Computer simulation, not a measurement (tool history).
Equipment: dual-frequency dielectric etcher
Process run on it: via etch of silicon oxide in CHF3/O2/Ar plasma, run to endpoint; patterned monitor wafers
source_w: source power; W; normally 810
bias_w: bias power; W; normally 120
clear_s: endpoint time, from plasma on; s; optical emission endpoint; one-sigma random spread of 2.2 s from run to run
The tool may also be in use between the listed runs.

run,hour,source_w,bias_w,"incoming incoming film thickness, nm",clear_s
1,0.0,810,120,680.7,373.6
2,17.1,810,120,686.4,383.8
3,34.6,810,120,683.1,382.5
4,99.2,810,120,678.0,381.4
5,121.2,810,120,679.6,380.8
6,145.4,810,120,683.8,382.9
7,174.4,810,120,686.7,388.8
8,191.7,810,120,682.9,386.7
# hour 204.8: bias power generator calibrated
9,213.6,810,137,683.0,376.0
# hour 240.0: upper electrode replaced
10,240.5,810,137,684.7,378.9

For run 11, what comes out?
11,257.6,1000,120,682.2,?

Run 11 came out at clear_s 354.8 s.
Minus the tool's unlogged condition, the same run would have read clear_s 342.4 s.
